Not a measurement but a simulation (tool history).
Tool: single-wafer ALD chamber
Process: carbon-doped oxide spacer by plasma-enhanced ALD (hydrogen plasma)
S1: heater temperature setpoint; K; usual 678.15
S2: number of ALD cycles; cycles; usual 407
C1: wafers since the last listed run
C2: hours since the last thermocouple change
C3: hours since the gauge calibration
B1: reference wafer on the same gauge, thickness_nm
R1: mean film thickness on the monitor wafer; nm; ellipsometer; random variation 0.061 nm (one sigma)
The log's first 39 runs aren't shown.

Run 40, hour 3066.5: usual settings; C1 99; C2 259.8; C3 920.9; B1 19.907. Result: R1 20.261 nm.
Run 41, hour 3157.4: usual settings but S1 692.15 K, S2 431 cycles; C1 113; C2 350.7; C3 1011.8; B1 19.903. Result: R1 20.228 nm.
Run 42, hour 3232.1: usual settings but S1 664.15 K, S2 473 cycles; C1 93; C2 425.4; C3 1086.5; B1 19.900. Result: R1 23.798 nm.
Run 43, hour 3296.8: usual settings but S1 690.15 K, S2 480 cycles; C1 80; C2 490.1; C3 1151.2; B1 19.903. Result: R1 22.724 nm.
Run 44, hour 3367.7: usual settings; C1 88; C2 561.0; C3 1222.1; B1 19.887. Result: R1 20.128 nm.
Run 45, hour 3403.8: usual settings; C1 45; C2 597.1; C3 1258.2; B1 19.903. Result: R1 20.214 nm.
Run 46, hour 3489.3: usual settings but S1 670.15 K, S2 367 cycles; C1 106; C2 682.6; C3 1343.7; B1 19.887. Result: R1 18.403 nm.
Run 47, hour 3571.6: usual settings but S1 683.15 K, S2 468 cycles; C1 102; C2 764.9; C3 1426.0; B1 19.904. Result: R1 22.681 nm.

Forecast each of these 3 alternatives for the next run:
Run A, hour 3572.6: usual settings; C1 1; C2 765.9; C3 1427.0; B1 ?. Result: R1 ?.
Run B, hour 3572.6: usual settings but S1 686.15 K, S2 354 cycles; C1 1; C2 765.9; C3 1427.0; B1 ?. Result: R1 ?.
Run C, hour 3572.6: usual settings but S1 667.15 K, S2 370 cycles; C1 1; C2 765.9; C3 1427.0; B1 ?. Result: R1 ?.

run      B1      R1
  A  19.886  20.071
  B  19.886  16.974
  C  19.886  18.467
Without the tool's hidden state the same runs would have given:
run      R1
  A  20.009
  B  16.920
  C  18.467
